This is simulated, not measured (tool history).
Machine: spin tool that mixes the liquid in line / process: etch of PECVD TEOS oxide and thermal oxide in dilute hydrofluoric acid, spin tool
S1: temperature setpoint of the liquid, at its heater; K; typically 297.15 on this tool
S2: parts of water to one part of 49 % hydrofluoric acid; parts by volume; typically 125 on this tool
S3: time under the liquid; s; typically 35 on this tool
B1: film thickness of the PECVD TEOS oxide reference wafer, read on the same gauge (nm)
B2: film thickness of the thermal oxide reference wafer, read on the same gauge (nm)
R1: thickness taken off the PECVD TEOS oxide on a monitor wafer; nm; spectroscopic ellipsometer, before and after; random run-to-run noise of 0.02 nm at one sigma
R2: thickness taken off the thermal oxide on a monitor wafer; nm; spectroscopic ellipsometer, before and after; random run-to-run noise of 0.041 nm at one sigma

{"run": 1, "hour": 0.0, "S1": 297.15, "S2": 145, "S3": 35, "B1": 89.98, "B2": 60.002, "R1": 4.28, "R2": 0.996}
{"run": 2, "hour": 13.0, "S1": 297.15, "S2": 125, "S3": 35, "B1": 89.99, "B2": 59.975, "R1": 5.07, "R2": 1.117}
{"run": 3, "hour": 21.5, "S1": 297.15, "S2": 125, "S3": 35, "B1": 90.01, "B2": 60.013, "R1": 5.09, "R2": 1.207}
{"run": 4, "hour": 51.2, "S1": 297.15, "S2": 125, "S3": 35, "B1": 90.0, "B2": 60.002, "R1": 5.06, "R2": 1.116}
{"run": 5, "hour": 60.6, "S1": 297.15, "S2": 125, "S3": 35, "B1": 89.99, "B2": 60.008, "R1": 5.05, "R2": 1.142}
{"run": 6, "hour": 67.6, "S1": 297.15, "S2": 125, "S3": 35, "B1": 90.02, "B2": 59.976, "R1": 5.04, "R2": 1.126}
{"run": 7, "hour": 76.7, "S1": 295.15, "S2": 125, "S3": 35, "B1": 89.98, "B2": 60.016, "R1": 4.65, "R2": 1.07}
{"run": 8, "hour": 83.1, "S1": 295.15, "S2": 125, "S3": 35, "B1": 90.01, "B2": 59.98, "R1": 4.66, "R2": 1.086}
{"run": 9, "hour": 89.5, "S1": 295.15, "S2": 125, "S3": 35, "B1": 89.99, "B2": 60.034, "R1": 4.63, "R2": 1.111}
{"hour": 91.7, "done": "thermometer replaced"}
{"run": 10, "hour": 106.9, "S1": 297.15, "S2": 125, "S3": 35, "B1": 90.0, "B2": 60.004, "R1": 5.49, "R2": 1.194}
{"run": 11, "hour": 117.1, "S1": 297.15, "S2": 125, "S3": 35, "B1": 90.01, "B2": 59.974, "R1": 5.51, "R2": 1.31}
{"hour": 120.6, "done": "hydrofluoric acid flow meter replaced"}
{"run": 12, "hour": 127.1, "S1": 301.65, "S2": 165, "S3": 15, "B1": 90.04, "B2": 60.02, "R1": 2.24, "R2": 0.519}
{"run": 13, "hour": 143.9, "S1": 292.15, "S2": 110, "S3": 25, "B1": 90.01, "B2": 59.973, "R1": 4.14, "R2": 0.96}
{"run": 14, "hour": 152.1, "S1": 297.15, "S2": 125, "S3": 25, "B1": 90.02, "B2": 60.032, "R1": 4.35, "R2": 1.061}
{"run": 15, "hour": 168.5, "S1": 297.15, "S2": 165, "S3": 25, "B1": 89.97, "B2": 59.989, "R1": 3.15, "R2": 0.752}
{"run": 16, "hour": 178.3, "S1": 299.15, "S2": 125, "S3": 35, "B1": 90.02, "B2": 59.979, "R1": 6.56, "R2": 1.521}
{"hour": 193.8, "done": "gauge calibrated"}
{"run": 17, "hour": 193.9, "S1": 297.15, "S2": 125, "S3": 35, "B1": 89.99, "B2": 59.984, "R1": 6.06, "R2": 1.429}
{"run": 18, "hour": 203.3, "S1": 297.15, "S2": 70, "S3": 50, "B1": 89.99, "B2": 60.034, "R1": 16.53, "R2": 3.78}
{"run": 19, "hour": 220.3, "S1": 297.15, "S2": 125, "S3": 35, "B1": 90.0, "B2": 60.001, "R1": 6.06, "R2": 1.426}
{"run": 20, "hour": 237.9, "S1": 297.15, "S2": 125, "S3": 35, "B1": 90.01, "B2": 59.991, "R1": 6.0, "R2": 1.367}
{"run": 21, "hour": 254.9, "S1": 295.15, "S2": 85, "S3": 45, "B1": 89.98, "B2": 60.005, "R1": 11.02, "R2": 2.553}
{"run": 22, "hour": 272.5, "S1": 297.15, "S2": 175, "S3": 25, "B1": 89.98, "B2": 60.003, "R1": 2.9, "R2": 0.655}
{"run": 23, "hour": 282.3, "S1": 295.15, "S2": 75, "S3": 45, "B1": 89.98, "B2": 60.038, "R1": 12.61, "R2": 2.891}

Exercise: give the hidden state of the tool at every run:
gauge reads high (%): 0 across all the runs
H1: liquid colder than its thermometer reads (K)
H2: hydrofluoric acid flow below the setpoint (%)
run=1 H1=2.53 H2=8.03
run=2 H1=2.55 H2=8.12
run=3 H1=2.56 H2=8.17
run=4 H1=2.6 H2=8.37
run=5 H1=2.61 H2=8.44
run=6 H1=2.62 H2=8.49
run=7 H1=2.63 H2=8.55
run=8 H1=2.63 H2=8.59
run=9 H1=2.64 H2=8.63
run=10 H1=0.315 H2=8.75
run=11 H1=0.328 H2=8.82
run=12 H1=0.34 H2=0.0622
run=13 H1=0.36 H2=0.176
run=14 H1=0.371 H2=0.231
run=15 H1=0.391 H2=0.342
run=16 H1=0.403 H2=0.409
run=17 H1=0.422 H2=0.514
run=18 H1=0.433 H2=0.578
run=19 H1=0.454 H2=0.693
run=20 H1=0.475 H2=0.812
run=21 H1=0.496 H2=0.927
run=22 H1=0.518 H2=1.05
run=23 H1=0.53 H2=1.11
